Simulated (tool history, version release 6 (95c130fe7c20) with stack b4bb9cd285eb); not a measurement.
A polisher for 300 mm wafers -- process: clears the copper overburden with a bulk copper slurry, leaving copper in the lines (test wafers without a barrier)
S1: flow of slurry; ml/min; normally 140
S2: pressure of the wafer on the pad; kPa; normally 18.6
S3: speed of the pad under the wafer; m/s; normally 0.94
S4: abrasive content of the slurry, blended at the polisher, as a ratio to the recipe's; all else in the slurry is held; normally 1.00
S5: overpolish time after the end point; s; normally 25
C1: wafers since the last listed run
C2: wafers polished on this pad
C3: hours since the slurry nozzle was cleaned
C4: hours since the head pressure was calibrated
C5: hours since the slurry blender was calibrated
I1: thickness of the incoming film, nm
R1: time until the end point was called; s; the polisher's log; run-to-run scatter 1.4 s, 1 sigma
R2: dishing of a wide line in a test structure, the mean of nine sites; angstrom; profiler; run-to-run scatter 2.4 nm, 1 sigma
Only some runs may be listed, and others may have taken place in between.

run,hour,S1,S2,S3,S4,S5,C1,C2,C3,C4,C5,I1,R1,R2
1,0.0,140,18.6,0.94,1.00,25,0,308,44.8,168.7,210.4,794.1,92.9,974
2,50.9,140,18.6,0.94,1.00,25,425,734,95.7,219.6,261.3,793.1,92.6,957
# hour 99.8: slurry blender recalibrated
3,172.7,140,18.6,0.94,1.00,25,1002,1736,217.5,341.4,72.9,781.3,90.1,973
# hour 203.9: worn pad replaced by a new one
4,274.1,140,18.6,0.84,1.00,25,815,587,318.9,442.8,174.3,798.0,104.7,952
5,312.0,140,18.6,0.84,1.00,25,317,904,356.8,480.7,212.2,783.5,101.6,947
# hour 329.3: head pressure recalibrated
6,352.2,140,18.6,1.12,1.00,25,319,1224,397.0,22.9,252.4,801.2,77.1,1096
# hour 370.9: slurry blender recalibrated
7,414.9,140,18.6,1.12,1.00,25,507,1732,459.7,85.6,44.0,806.0,78.1,1090
# hour 454.9: worn pad replaced by a new one
# hour 456.1: slurry nozzle cleaned
8,489.0,140,18.6,1.12,1.00,25,578,276,32.9,159.7,118.1,790.0,74.5,1065
9,542.8,140,18.6,0.94,1.10,25,450,727,86.7,213.5,171.9,801.4,90.1,1011
10,619.1,140,18.6,0.72,1.00,18,638,1365,163.0,289.8,248.2,796.6,122.8,728
# hour 683.8: worn pad replaced by a new one
11,695.1,100,20.0,1.12,1.00,11,602,94,239.0,365.8,324.2,792.6,77.1,687
# hour 706.6: slurry blender recalibrated
# hour 791.5: head pressure recalibrated
12,802.6,140,18.6,0.94,1.00,25,866,960,346.5,11.1,96.0,790.2,91.9,1009
13,892.6,140,13.1,1.08,1.00,35,753,1714,436.5,101.1,186.0,793.1,113.9,932
# hour 949.2: worn pad replaced by a new one
14,971.0,140,14.5,1.22,0.85,33,622,182,514.9,179.5,264.4,804.0,96.3,1027
# hour 983.5: slurry blender recalibrated
# hour 1031.8: slurry nozzle cleaned
15,1068.0,160,16.5,1.22,1.25,25,786,969,36.2,276.5,84.5,808.0,75.8,1093
16,1107.8,140,16.5,0.76,0.80,11,333,1302,76.0,316.3,124.3,785.2,136.6,448
17,1162.6,140,18.6,0.94,1.00,25,458,1761,130.8,371.1,179.1,788.8,93.3,1027
# hour 1184.5: worn pad replaced by a new one
# hour 1197.3: head pressure recalibrated
18,1200.7,140,13.1,0.94,1.00,25,268,118,168.9,3.4,217.2,805.5,133.2,761
# hour 1261.5: slurry blender recalibrated
19,1308.4,140,18.6,0.94,1.00,25,884,1003,276.6,111.1,46.9,797.4,93.9,1011

Branching from run 19: 5 alternative next runs. What would each branch give?
A,1308.9,165,18.6,0.94,1.00,25,4,1007,277.1,111.6,47.4,811.8,?,?
B,1308.9,140,13.1,0.84,1.00,25,4,1007,277.1,111.6,47.4,811.8,?,?
C,1308.9,190,18.6,0.94,1.00,18,4,1007,277.1,111.6,47.4,811.8,?,?
D,1308.9,190,15.2,0.74,1.00,37,4,1007,277.1,111.6,47.4,811.8,?,?
E,1308.9,140,18.6,0.94,1.00,13,4,1007,277.1,111.6,47.4,811.8,?,?

run,R1,R2
A,91.5,1028
B,150.0,735
C,89.5,882
D,139.5,959
E,94.3,698
What these runs would have given with no unlogged condition in the tool:
run,R1,R2
A,91.5,1028
B,150.0,735
C,89.5,882
D,139.5,959
E,94.3,698

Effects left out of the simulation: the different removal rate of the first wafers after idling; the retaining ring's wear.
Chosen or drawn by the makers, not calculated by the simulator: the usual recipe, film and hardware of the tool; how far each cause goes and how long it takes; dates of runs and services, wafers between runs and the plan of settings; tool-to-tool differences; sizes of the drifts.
